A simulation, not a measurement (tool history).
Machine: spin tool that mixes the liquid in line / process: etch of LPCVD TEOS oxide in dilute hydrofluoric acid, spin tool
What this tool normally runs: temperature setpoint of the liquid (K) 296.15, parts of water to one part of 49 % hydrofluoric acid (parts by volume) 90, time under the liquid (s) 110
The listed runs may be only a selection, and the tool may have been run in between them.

| run | hour | temperature setpoint of the liquid (K) | parts of water to one part of 49 % hydrofluoric acid (parts by volume) | time under the liquid (s) | wafers since the last listed run | hours since the thermometer was replaced | hours since the hydrofluoric acid flow meter was replaced | hours since the gauge calibration | read-back film thickness of the LPCVD TEOS oxide reference wafer, read on the same gauge (nm) | thickness taken off the LPCVD TEOS oxide on a monitor wafer (nm) |
|---|---|---|---|---|---|---|---|---|---|---|
| 1 | 0 | 296.15 | 90 | 65 | 0 | 1630.1 | 261.8 | 19.1 | 130 | 18.87 |
| 2 | 39.5 | 296.15 | 90 | 65 | 367 | 1669.6 | 301.3 | 58.6 | 130.01 | 18.85 |
| 3 | 91.3 | 296.15 | 90 | 65 | 481 | 1721.4 | 353.1 | 110.4 | 129.96 | 18.79 |
| 4 | 140.1 | 296.15 | 90 | 110 | 453 | 1770.2 | 401.9 | 159.2 | 129.97 | 31.74 |
| 5 | 203.6 | 296.15 | 90 | 110 | 590 | 1833.7 | 465.4 | 222.7 | 130.02 | 31.76 |
| 6 | 241.6 | 296.15 | 120 | 65 | 353 | 1871.7 | 503.4 | 260.7 | 130 | 13.63 |
| 7 | 278.2 | 296.15 | 120 | 65 | 340 | 1908.3 | 540 | 297.3 | 129.99 | 13.64 |
| 8 | 334.3 | 296.15 | 90 | 110 | 521 | 1964.4 | 596.1 | 353.4 | 129.98 | 32.11 |
| 9 | 359.8 | 296.15 | 90 | 110 | 237 | 1989.9 | 621.6 | 378.9 | 130 | 32.06 |
| 10 | 408.2 | 296.15 | 90 | 110 | 450 | 2038.3 | 670 | 427.3 | 130.01 | 31.97 |
| 11 | 454.7 | 296.15 | 90 | 110 | 432 | 2084.8 | 716.5 | 473.8 | 130 | 32.03 |
|  | 556.1 | hydrofluoric acid flow meter replaced |
| 12 | 601 | 296.15 | 90 | 110 | 1351 | 2231.1 | 44.9 | 620.1 | 129.98 | 31.96 |
| 13 | 658.8 | 296.15 | 115 | 130 | 537 | 2288.9 | 102.7 | 677.9 | 130.02 | 28.85 |
|  | 685.6 | thermometer replaced |
| 14 | 716 | 296.15 | 115 | 130 | 522 | 30.4 | 159.9 | 735.1 | 129.97 | 28.22 |
| 15 | 770.7 | 296.15 | 90 | 110 | 508 | 85.1 | 214.6 | 789.8 | 130 | 31.42 |
| 16 | 809.9 | 296.15 | 90 | 110 | 364 | 124.3 | 253.8 | 829 | 130.01 | 31.42 |
| 17 | 869 | 292.15 | 105 | 150 | 549 | 183.4 | 312.9 | 888.1 | 130.04 | 30.52 |
|  | 913.4 | gauge calibrated |
| 18 | 940.3 | 296.15 | 90 | 110 | 663 | 254.7 | 384.2 | 26.9 | 129.96 | 31.42 |
| 19 | 964.9 | 296.15 | 90 | 110 | 228 | 279.3 | 408.8 | 51.5 | 130.01 | 31.54 |
| 20 | 998 | 291.65 | 60 | 50 | 307 | 312.4 | 441.9 | 84.6 | 129.99 | 18.41 |
| 21 | 1054 | 299.65 | 90 | 70 | 520 | 368.4 | 497.9 | 140.6 | 130.02 | 22.93 |
| 22 | 1086 | 296.15 | 90 | 135 | 297 | 400.4 | 529.9 | 172.6 | 129.97 | 38.52 |
| 23 | 1129.2 | 296.15 | 125 | 110 | 401 | 443.6 | 573.1 | 215.8 | 130.01 | 21.67 |
| 24 | 1185.8 | 296.15 | 110 | 45 | 526 | 500.2 | 629.7 | 272.4 | 129.98 | 10.31 |
| 25 | 1224.4 | 294.15 | 125 | 110 | 359 | 538.8 | 668.3 | 311 | 130.02 | 20.1 |
| 26 | 1249.1 | 292.15 | 130 | 65 | 229 | 563.5 | 693 | 335.7 | 130.05 | 10.45 |
| 27 | 1273.7 | 296.15 | 55 | 110 | 228 | 588.1 | 717.6 | 360.3 | 130 | 53.95 |
|  | 1287.8 | hydrofluoric acid flow meter replaced |
| 28 | 1327.6 | 296.15 | 90 | 110 | 492 | 642 | 39.8 | 414.2 | 129.98 | 31.46 |
| 29 | 1373.2 | 301.15 | 50 | 65 | 424 | 687.6 | 85.4 | 459.8 | 130.05 | 43.21 |
| 30 | 1422.4 | 296.15 | 90 | 110 | 457 | 736.8 | 134.6 | 509 | 130.01 | 31.54 |

Across each entry between runs, compare the hidden state at the last listed run before it with the hidden state at the first listed run after it:
Logged between run 11 and run 12: hydrofluoric acid flow meter replaced (hour 556.1)
  liquid hotter than its thermometer reads (K): 0.568 -> 0.604
  difference, measured minus the result without the unlogged condition, thickness taken off the LPCVD TEOS oxide on a monitor wafer (nm): +0.72 -> +0.77
Logged between run 13 and run 14: thermometer replaced (hour 685.6)
  liquid hotter than its thermometer reads (K): 0.618 -> 0.0431
  difference, measured minus the result without the unlogged condition, thickness taken off the LPCVD TEOS oxide on a monitor wafer (nm): +0.69 -> +0.05
Logged between run 17 and run 18: gauge calibrated (hour 913.4)
  liquid hotter than its thermometer reads (K): 0.0802 -> 0.0975
  difference, measured minus the result without the unlogged condition, thickness taken off the LPCVD TEOS oxide on a monitor wafer (nm): +0.1 -> +0.12
Logged between run 27 and run 28: hydrofluoric acid flow meter replaced (hour 1287.8)
  liquid hotter than its thermometer reads (K): 0.178 -> 0.191
  difference, measured minus the result without the unlogged condition, thickness taken off the LPCVD TEOS oxide on a monitor wafer (nm): +0.4 -> +0.24
